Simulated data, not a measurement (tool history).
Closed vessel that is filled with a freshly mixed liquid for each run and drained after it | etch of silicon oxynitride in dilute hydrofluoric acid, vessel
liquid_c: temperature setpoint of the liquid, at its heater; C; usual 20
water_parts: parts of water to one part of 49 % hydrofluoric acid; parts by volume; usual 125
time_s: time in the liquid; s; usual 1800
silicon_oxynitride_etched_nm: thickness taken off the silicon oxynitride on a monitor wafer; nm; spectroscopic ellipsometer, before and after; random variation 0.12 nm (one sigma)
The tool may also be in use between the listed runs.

run    hour  liquid_c  water_parts  time_s  read-back film thickness of the silicon oxynitride reference wafer, read on the same gauge (nm)  silicon_oxynitride_etched_nm
  1       0        20          125    2530                                                                                            59.99                         22.36
  2    44.2        20          150    1800                                                                                            59.99                         12.98
  3    80.4        20          150    1800                                                                                            60.01                         12.69
  4   123.2        20          125    1800                                                                                            60.04                         15.55
  5     161        20          125    1010                                                                                            60.02                           8.8
  6   207.7        20          145    1800                                                                                            59.99                         13.17
  7   275.8        20          145    1800                                                                                            60.02                         13.36
  8   321.1        20          145    1800                                                                                            60.02                         13.18
  9   383.6        20          100    1800                                                                                            59.99                         19.52
 10   439.7        20          100    1800                                                                                            59.97                         19.75
 11   508.4        20          150    1375                                                                                            60.03                          9.59
 12   532.8        20           85    1800                                                                                            59.99                          23.6
 13   571.7      23.5           75    1800                                                                                            60.01                         31.65
 14   600.7        20          125    1800                                                                                            59.99                         15.34
 15   648.4        20          125    1800                                                                                            59.95                          15.5
 16   684.7        20          125    1800                                                                                            60.05                         15.25
 17   737.6        17          125    1800                                                                                            60.01                         13.19
 18   800.8        17          105    2375                                                                                               60                            21
 19     836      17.5          175     900                                                                                            60.02                          4.67
 20   881.4        18          125    1800                                                                                            59.98                         13.84
 21   924.5        20          125    1800                                                                                               60                         15.17
 22  1039.1        17           75    1075                                                                                            60.01                         13.41
 23  1102.7        23          150    1380                                                                                            59.98                          10.9
 24  1141.6        17          125    2740                                                                                            60.02                         19.79
 25  1168.1        18          100    1800                                                                                            59.99                         18.83
 26  1224.4        20           80    1800                                                                                            60.03                         26.38
 27  1273.3        24          160    2580                                                                                            59.99                         21.51
 28  1308.6        24          125     930                                                                                            59.99                         10.32
 29  1369.5        24          160    2580                                                                                            60.02                         21.19
 30  1398.1        20          125    1800                                                                                               60                         16.38
 31  1452.2        20          125    2230                                                                                               60                         19.98
 32  1514.1        20          125    1800                                                                                            60.03                         16.26
 33    1569      22.5           90    1800                                                                                               60                         25.64

Taken out of this log: 3 entries between the listed runs. Where each belongs, and how the hidden state differs across it:
Between runs 10 and 11: gauge calibrated (hour 487.6)
  hydrofluoric acid flow below the setpoint (%): 5.5 -> 5.71
  measured less the result without the state, silicon_oxynitride_etched_nm: -1.24 -> -0.65 nm
Between runs 13 and 14: thermometer replaced (hour 590.6)
  hydrofluoric acid flow below the setpoint (%): 5.91 -> 6
  measured less the result without the state, silicon_oxynitride_etched_nm: -2.12 -> -1.07 nm
Between runs 24 and 25: hydrofluoric acid flow meter replaced (hour 1144.6)
  hydrofluoric acid flow below the setpoint (%): 7.7 -> 0.546
  measured less the result without the state, silicon_oxynitride_etched_nm: -1.8 -> -0.11 nm

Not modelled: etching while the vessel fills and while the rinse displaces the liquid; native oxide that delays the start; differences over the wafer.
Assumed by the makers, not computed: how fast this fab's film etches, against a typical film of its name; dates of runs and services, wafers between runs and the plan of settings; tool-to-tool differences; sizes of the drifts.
